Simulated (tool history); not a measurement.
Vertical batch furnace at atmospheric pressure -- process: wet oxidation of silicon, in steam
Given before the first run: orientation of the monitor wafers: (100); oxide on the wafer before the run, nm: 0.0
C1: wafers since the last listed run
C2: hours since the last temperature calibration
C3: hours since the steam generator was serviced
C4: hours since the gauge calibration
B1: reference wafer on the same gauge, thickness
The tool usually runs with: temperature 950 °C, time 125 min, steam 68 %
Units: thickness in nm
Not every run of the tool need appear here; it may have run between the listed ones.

Run 1, hour 0: usual settings but time 98.5 min, steam 71 %; C1 0; C2 4035.8; C3 678.3; C4 828.7; B1 422.58. Result: thickness 314.48 nm.
Run 2, hour 43.1: usual settings but time 98.5 min, steam 71 %; C1 491; C2 4078.9; C3 721.4; C4 871.8; B1 423.82. Result: thickness 315.31 nm.
Run 3, hour 85.9: usual settings but temperature 960 °C, time 160.5 min; C1 487; C2 4121.7; C3 764.2; C4 914.6; B1 423.62. Result: thickness 478.31 nm.
Run 4, hour 114.6: usual settings but temperature 960 °C, time 160.5 min; C1 327; C2 4150.4; C3 792.9; C4 943.3; B1 422.96. Result: thickness 481.2 nm.
Run 5, hour 138.7: usual settings; C1 274; C2 4174.5; C3 817; C4 967.4; B1 422.54. Result: thickness 364.19 nm.
Run 6, hour 186.4: usual settings; C1 543; C2 4222.2; C3 864.7; C4 1015.1; B1 423.19. Result: thickness 363.12 nm.
Run 7, hour 222.5: usual settings; C1 411; C2 4258.3; C3 900.8; C4 1051.2; B1 422.95. Result: thickness 366.66 nm.
Run 8, hour 270.3: usual settings; C1 544; C2 4306.1; C3 948.6; C4 1099; B1 422.29. Result: thickness 361.28 nm.
Run 9, hour 330.4: usual settings; C1 685; C2 4366.2; C3 1008.7; C4 1159.1; B1 422.82. Result: thickness 362.7 nm.
Run 10, hour 385.2: usual settings but temperature 938 °C, steam 71 %; C1 624; C2 4421; C3 1063.5; C4 1213.9; B1 422.39. Result: thickness 334.7 nm.
Run 11, hour 439.3: usual settings but temperature 938 °C, steam 71 %; C1 616; C2 4475.1; C3 1117.6; C4 1268; B1 423.39. Result: thickness 335.6 nm.
Run 12, hour 505.5: usual settings but temperature 938 °C, steam 71 %; C1 754; C2 4541.3; C3 1183.8; C4 1334.2; B1 423.21. Result: thickness 334.52 nm.
Run 13, hour 550.6: usual settings but steam 73 %; C1 514; C2 4586.4; C3 1228.9; C4 1379.3; B1 423.15. Result: thickness 382.53 nm.
Run 14, hour 620.8: usual settings but steam 73 %; C1 800; C2 4656.6; C3 1299.1; C4 1449.5; B1 422.75. Result: thickness 382.76 nm.
Run 15, hour 662.1: usual settings; C1 470; C2 4697.9; C3 1340.4; C4 1490.8; B1 423.88. Result: thickness 360.51 nm.
Run 16, hour 718.8: usual settings; C1 646; C2 4754.6; C3 1397.1; C4 1547.5; B1 423.56. Result: thickness 359.1 nm.
Run 17, hour 783.7: usual settings but temperature 959 °C; C1 739; C2 4819.5; C3 1462; C4 1612.4; B1 422.94. Result: thickness 390.16 nm.
Run 18, hour 819.8: usual settings but temperature 959 °C; C1 411; C2 4855.6; C3 1498.1; C4 1648.5; B1 422.81. Result: thickness 385.74 nm.
Run 19, hour 869.2: usual settings; C1 563; C2 4905; C3 1547.5; C4 1697.9; B1 422.5. Result: thickness 358.05 nm.
Run 20, hour 938.2: usual settings but steam 60 %; C1 786; C2 4974; C3 1616.5; C4 1766.9; B1 423.1. Result: thickness 326.74 nm.
Run 21, hour 987.8: usual settings but time 158.5 min; C1 565; C2 5023.6; C3 1666.1; C4 1816.5; B1 424.33. Result: thickness 427.79 nm.
At hour 1012.6: thermocouples replaced and temperature profile calibrated.
Run 22, hour 1019.7: usual settings; C1 90; C2 7.1; C3 1698; C4 1848.4; B1 421.58. Result: thickness 358.26 nm.
At hour 1076.6: steam generator serviced.
Run 23, hour 1077.1: usual settings but temperature 929 °C, time 171 min, steam 60 %; C1 380; C2 64.5; C3 0.5; C4 1905.8; B1 421.61. Result: thickness 356.16 nm.
Run 24, hour 1117.9: usual settings but temperature 967 °C, time 84 min, steam 76 %; C1 465; C2 105.3; C3 41.3; C4 1946.6; B1 421.81. Result: thickness 349.2 nm.
Run 25, hour 1166.8: usual settings but temperature 964 °C, time 155 min, steam 56 %; C1 557; C2 154.2; C3 90.2; C4 1995.5; B1 423.29. Result: thickness 427.36 nm.
Run 26, hour 1197.5: usual settings but time 98.5 min; C1 349; C2 184.9; C3 120.9; C4 2026.2; B1 424.03. Result: thickness 309.44 nm.
Run 27, hour 1225.2: usual settings; C1 315; C2 212.6; C3 148.6; C4 2053.9; B1 423.07. Result: thickness 376.76 nm.
At hour 1251.2: gauge calibrated.
Run 28, hour 1293.8: usual settings but temperature 974 °C, steam 59 %; C1 782; C2 281.2; C3 217.2; C4 42.6; B1 423.69. Result: thickness 407.86 nm.
Run 29, hour 1365.5: usual settings but temperature 927 °C, time 157 min, steam 60 %; C1 817; C2 352.9; C3 288.9; C4 114.3; B1 422.45. Result: thickness 325.08 nm.
Run 30, hour 1425.7: usual settings; C1 686; C2 413.1; C3 349.1; C4 174.5; B1 421.93. Result: thickness 367.87 nm.
Run 31, hour 1496.2: usual settings but temperature 961 °C, time 66 min, steam 57 %; C1 803; C2 483.6; C3 419.6; C4 245; B1 423.3. Result: thickness 214.9 nm.
Run 32, hour 1534.9: usual settings but temperature 942 °C, time 179 min, steam 57 %; C1 441; C2 522.3; C3 458.3; C4 283.7; B1 422.68. Result: thickness 393.13 nm.
Run 33, hour 1563.8: usual settings but temperature 971 °C, steam 64 %; C1 329; C2 551.2; C3 487.2; C4 312.6; B1 423.51. Result: thickness 422.04 nm.
Run 34, hour 1633.6: usual settings but temperature 974 °C, steam 73 %; C1 795; C2 621; C3 557; C4 382.4; B1 422.53. Result: thickness 473.82 nm.
Run 35, hour 1705.1: usual settings; C1 815; C2 692.5; C3 628.5; C4 453.9; B1 422.37. Result: thickness 365.73 nm.
Run 36, hour 1732.3: usual settings but time 93.5 min, steam 74 %; C1 310; C2 719.7; C3 655.7; C4 481.1; B1 423.54. Result: thickness 313.15 nm.
Run 37, hour 1784: usual settings but time 90 min, steam 60 %; C1 589; C2 771.4; C3 707.4; C4 532.8; B1 424.13. Result: thickness 259.43 nm.
Run 38, hour 1821.8: usual settings but temperature 934 °C, steam 80 %; C1 430; C2 809.2; C3 745.2; C4 570.6; B1 422.73. Result: thickness 359.92 nm.
Run 39, hour 1882.2: usual settings but temperature 959 °C, time 148.5 min, steam 58 %; C1 688; C2 869.6; C3 805.6; C4 631; B1 422.69. Result: thickness 400.07 nm.

How would selected steps in thickness from run to run divide? Give the signed amount a tool lacking its hidden state would still show from settings, what came in and random variation, and the signed amount left for the hidden state, including any gauge scatter that is not in both of the compared results.
What the log doesn't record here: true tube temperature minus thermocouple reading, K; steam share off its setpoint, % of the setpoint; gauge reads high (%).
Run 2 -> 3: temperature 950 -> 960, time 98.5 -> 160.5, steam 71 -> 68. thickness +163 nm: hidden state -3.28, all else +166.28.
Run 20 -> 21: time 125 -> 158.5, steam 60 -> 68. thickness +101.05 nm: hidden state -4.7, all else +105.75.
Run 22 -> 23: temperature 950 -> 929, time 125 -> 171, steam 68 -> 60, steam generator serviced. thickness -2.1 nm: hidden state +17.86, all else -19.96.
Run 30 -> 31: temperature 950 -> 961, time 125 -> 66, steam 68 -> 57. thickness -152.97 nm: hidden state +1.1, all else -154.07.
Run 31 -> 32: temperature 961 -> 942, time 66 -> 179. thickness +178.23 nm: hidden state -2.63, all else +180.86.

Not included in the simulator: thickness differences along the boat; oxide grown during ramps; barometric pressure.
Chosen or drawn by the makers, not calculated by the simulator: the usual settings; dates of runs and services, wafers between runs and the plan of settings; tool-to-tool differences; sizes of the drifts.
